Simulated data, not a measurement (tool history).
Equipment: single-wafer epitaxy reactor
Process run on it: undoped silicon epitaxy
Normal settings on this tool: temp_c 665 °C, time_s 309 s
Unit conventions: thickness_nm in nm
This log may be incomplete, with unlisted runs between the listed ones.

run    hour  temp_c  time_s  wafers since the last listed run  hours since the last pyrometer calibration  hours since the gauge calibration  read-back reference wafer on the same gauge, thickness_nm  thickness_nm
  1       0     665     309                                 0                                      2524.3                              373.2                                                      84.34        68.346
  2    13.1     665     309                                55                                      2537.4                              386.3                                                     84.277        68.043
  3    31.3     665     309                                76                                      2555.6                              404.5                                                     84.358        67.942
  4    52.1     665     309                                87                                      2576.4                              425.3                                                     84.294        68.137
  5      75     665     309                                96                                      2599.3                              448.2                                                      84.28        67.814
  6     105     665     309                               126                                      2629.3                              478.2                                                     84.309        68.065
  7   137.8     665     309                               138                                      2662.1                                511                                                     84.268        67.814
  8     170     665     309                               136                                      2694.3                              543.2                                                     84.296        67.808
  9   189.3     665     309                                81                                      2713.6                              562.5                                                     84.225        67.536
 10   224.8     674     268                               150                                      2749.1                                598                                                     84.293        72.756
 11   246.6     674     268                                92                                      2770.9                              619.8                                                     84.327        72.483
 12   260.7     665     309                                59                                        2785                              633.9                                                     84.309         67.68
 13   291.3     665     309                               129                                      2815.6                              664.5                                                     84.288        67.298
      317.9  -- pyrometer calibrated
 14   318.2     665     309                                79                                         0.3                              691.4                                                      84.28        71.662
 15   332.2     665     309                                59                                        14.3                              705.4                                                     84.311        71.902
 16   361.2     665     309                               122                                        43.3                              734.4                                                     84.338        71.603
 17   389.1     665     309                               117                                        71.2                              762.3                                                     84.312          71.6
 18   423.9     665     309                               147                                         106                              797.1                                                     84.258        71.653
 19   441.9     660     333                                76                                         124                              815.1                                                     84.323        68.533
 20   463.7     656     309                                92                                       145.8                              836.9                                                     84.298        57.466
 21   496.6     656     309                               139                                       178.7                              869.8                                                     84.316        57.354
 22   516.5     674     268                                84                                       198.6                              889.7                                                     84.292        76.807
 23   544.5     659     365                               118                                       226.6                              917.7                                                      84.33        72.977
 24   565.6     674     287                                89                                       247.7                              938.8                                                      84.23        82.355
 25   590.6     665     309                               105                                       272.7                              963.8                                                      84.32        71.336
 26   619.6     665     309                               122                                       301.7                              992.8                                                     84.303        71.555
 27   634.1     676     250                                61                                       316.2                             1007.3                                                     84.347        74.955
 28   668.5     665     347                               145                                       350.6                             1041.7                                                     84.349        80.364
 29     689     665     309                                86                                       371.1                             1062.2                                                     84.349        71.707
      698.1  -- gauge calibrated
 30   715.4     669     341                               111                                       397.5                               17.3                                                      84.28        86.499
 31     745     670     281                               125                                       427.1                               46.9                                                     84.289        73.148
 32   768.6     670     309                                99                                       450.7                               70.5                                                     84.312        80.568
 33   792.2     654     309                                99                                       474.3                               94.1                                                      84.28         54.56
 34   817.1     670     281                               105                                       499.2                                119                                                     84.288         73.41
 35   834.9     660     283                                75                                         517                              136.8                                                     84.271        57.899
 36   848.1     676     363                                55                                       530.2                                150                                                     84.398         108.9
 37   870.4     665     309                                94                                       552.5                              172.3                                                     84.314        71.673
 38   895.6     670     329                               106                                       577.7                              197.5                                                     84.235        85.871
 39   918.2     665     280                                95                                       600.3                              220.1                                                     84.293        64.793
 40   949.7     665     309                               133                                       631.8                              251.6                                                     84.302        71.413
 41   973.1     665     309                                98                                       655.2                                275                                                     84.323        71.411
 42   994.5     665     309                                90                                       676.6                              296.4                                                     84.284        71.566
 43  1010.5     658     357                                67                                       692.6                              312.4                                                     84.312        69.448

How the hidden state differs across the entries between the runs, from the last listed run before each to the first after it:
Run 13 -> run 14: pyrometer calibrated (hour 317.9)
  wafer temperature above the value expected at the setpoint (K): -2.26 -> 0.288
  measured result minus the result with no hidden state, thickness_nm: -3.773 -> +0.494 nm
Run 29 -> run 30: gauge calibrated (hour 698.1)
  wafer temperature above the value expected at the setpoint (K): 0.25 -> 0.245
  measured result minus the result with no hidden state, thickness_nm: +0.43 -> +0.503 nm
